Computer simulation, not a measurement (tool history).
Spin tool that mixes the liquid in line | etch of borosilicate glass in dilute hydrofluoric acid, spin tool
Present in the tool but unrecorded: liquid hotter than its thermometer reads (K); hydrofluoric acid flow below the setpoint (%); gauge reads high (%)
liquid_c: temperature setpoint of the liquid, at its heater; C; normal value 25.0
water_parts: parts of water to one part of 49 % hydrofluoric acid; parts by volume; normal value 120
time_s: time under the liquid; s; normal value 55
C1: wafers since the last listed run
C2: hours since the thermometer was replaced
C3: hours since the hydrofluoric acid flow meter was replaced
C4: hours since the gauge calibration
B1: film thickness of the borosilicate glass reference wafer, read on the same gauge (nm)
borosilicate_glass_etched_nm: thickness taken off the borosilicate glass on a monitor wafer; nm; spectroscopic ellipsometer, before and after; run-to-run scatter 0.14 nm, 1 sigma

Run 1, hour 0.0: usual settings; C1 0; C2 45.1; C3 423.1; C4 606.7; B1 89.99. Result: borosilicate_glass_etched_nm 19.08 nm.
At hour 28.6: hydrofluoric acid flow meter replaced.
Run 2, hour 77.7: usual settings; C1 751; C2 122.8; C3 49.1; C4 684.4; B1 90.02. Result: borosilicate_glass_etched_nm 20.34 nm.
Run 3, hour 159.8: usual settings; C1 804; C2 204.9; C3 131.2; C4 766.5; B1 90.00. Result: borosilicate_glass_etched_nm 20.69 nm.
Run 4, hour 223.2: usual settings; C1 621; C2 268.3; C3 194.6; C4 829.9; B1 90.01. Result: borosilicate_glass_etched_nm 20.79 nm.
Run 5, hour 304.1: usual settings; C1 792; C2 349.2; C3 275.5; C4 910.8; B1 90.03. Result: borosilicate_glass_etched_nm 20.68 nm.
Run 6, hour 362.5: usual settings; C1 572; C2 407.6; C3 333.9; C4 969.2; B1 90.01. Result: borosilicate_glass_etched_nm 20.74 nm.
Run 7, hour 413.7: usual settings; C1 501; C2 458.8; C3 385.1; C4 1020.4; B1 90.00. Result: borosilicate_glass_etched_nm 20.79 nm.
Run 8, hour 475.6: usual settings but liquid_c 23.0 C; C1 606; C2 520.7; C3 447.0; C4 1082.3; B1 89.98. Result: borosilicate_glass_etched_nm 18.99 nm.
At hour 508.3: gauge calibrated.
At hour 516.6: hydrofluoric acid flow meter replaced.
At hour 520.2: thermometer replaced.
Run 9, hour 550.0: usual settings; C1 709; C2 29.8; C3 33.4; C4 41.7; B1 90.00. Result: borosilicate_glass_etched_nm 20.38 nm.
Run 10, hour 606.6: usual settings; C1 554; C2 86.4; C3 90.0; C4 98.3; B1 90.02. Result: borosilicate_glass_etched_nm 20.33 nm.
Run 11, hour 680.3: usual settings; C1 721; C2 160.1; C3 163.7; C4 172.0; B1 90.00. Result: borosilicate_glass_etched_nm 20.36 nm.
Run 12, hour 763.1: usual settings; C1 811; C2 242.9; C3 246.5; C4 254.8; B1 90.02. Result: borosilicate_glass_etched_nm 20.50 nm.
Run 13, hour 848.8: usual settings but liquid_c 26.5 C, water_parts 175 parts by volume, time_s 65 s; C1 839; C2 328.6; C3 332.2; C4 340.5; B1 90.01. Result: borosilicate_glass_etched_nm 16.30 nm.
Run 14, hour 915.3: usual settings but water_parts 95 parts by volume; C1 651; C2 395.1; C3 398.7; C4 407.0; B1 90.01. Result: borosilicate_glass_etched_nm 26.82 nm.
At hour 916.3: hydrofluoric acid flow meter replaced.
Run 15, hour 985.4: usual settings; C1 676; C2 465.2; C3 69.1; C4 477.1; B1 90.01. Result: borosilicate_glass_etched_nm 22.06 nm.
At hour 1036.5: thermometer replaced.
Run 16, hour 1082.8: usual settings but liquid_c 29.0 C, water_parts 85 parts by volume, time_s 25 s; C1 944; C2 46.3; C3 166.5; C4 574.5; B1 90.00. Result: borosilicate_glass_etched_nm 15.69 nm.
Run 17, hour 1162.3: usual settings; C1 778; C2 125.8; C3 246.0; C4 654.0; B1 89.99. Result: borosilicate_glass_etched_nm 20.08 nm.
Run 18, hour 1226.8: usual settings but water_parts 70 parts by volume, time_s 85 s; C1 631; C2 190.3; C3 310.5; C4 718.5; B1 90.00. Result: borosilicate_glass_etched_nm 56.42 nm.
Run 19, hour 1266.8: usual settings but liquid_c 29.5 C, water_parts 65 parts by volume, time_s 75 s; C1 391; C2 230.3; C3 350.5; C4 758.5; B1 90.02. Result: borosilicate_glass_etched_nm 64.60 nm.
Run 20, hour 1307.5: usual settings but time_s 30 s; C1 398; C2 271.0; C3 391.2; C4 799.2; B1 90.01. Result: borosilicate_glass_etched_nm 10.93 nm.
Run 21, hour 1360.8: usual settings but liquid_c 20.5 C, water_parts 75 parts by volume, time_s 75 s; C1 522; C2 324.3; C3 444.5; C4 852.5; B1 90.00. Result: borosilicate_glass_etched_nm 38.88 nm.
Run 22, hour 1431.1: usual settings; C1 688; C2 394.6; C3 514.8; C4 922.8; B1 89.98. Result: borosilicate_glass_etched_nm 20.12 nm.

Here are 4 independent what-if runs from the current tool condition. What would each one return?
Run A, hour 1431.5: usual settings; C1 3; C2 395.0; C3 515.2; C4 923.2; B1 ?. Result: borosilicate_glass_etched_nm ?.
Run B, hour 1431.5: usual settings but water_parts 85 parts by volume; C1 3; C2 395.0; C3 515.2; C4 923.2; B1 ?. Result: borosilicate_glass_etched_nm ?.
Run C, hour 1431.5: usual settings but liquid_c 20.0 C, time_s 65 s; C1 3; C2 395.0; C3 515.2; C4 923.2; B1 ?. Result: borosilicate_glass_etched_nm ?.
Run D, hour 1431.5: usual settings but liquid_c 23.0 C, water_parts 170 parts by volume, time_s 90 s; C1 3; C2 395.0; C3 515.2; C4 923.2; B1 ?. Result: borosilicate_glass_etched_nm ?.

run     B1  borosilicate_glass_etched_nm
  A  90.00                         20.23
  B  90.00                         29.98
  C  90.00                         19.70
  D  90.00                         20.34
Had the tool no hidden state, the same runs would have come out as:
run  borosilicate_glass_etched_nm
  A                         20.50
  B                         30.24
  C                         19.88
  D                         20.70

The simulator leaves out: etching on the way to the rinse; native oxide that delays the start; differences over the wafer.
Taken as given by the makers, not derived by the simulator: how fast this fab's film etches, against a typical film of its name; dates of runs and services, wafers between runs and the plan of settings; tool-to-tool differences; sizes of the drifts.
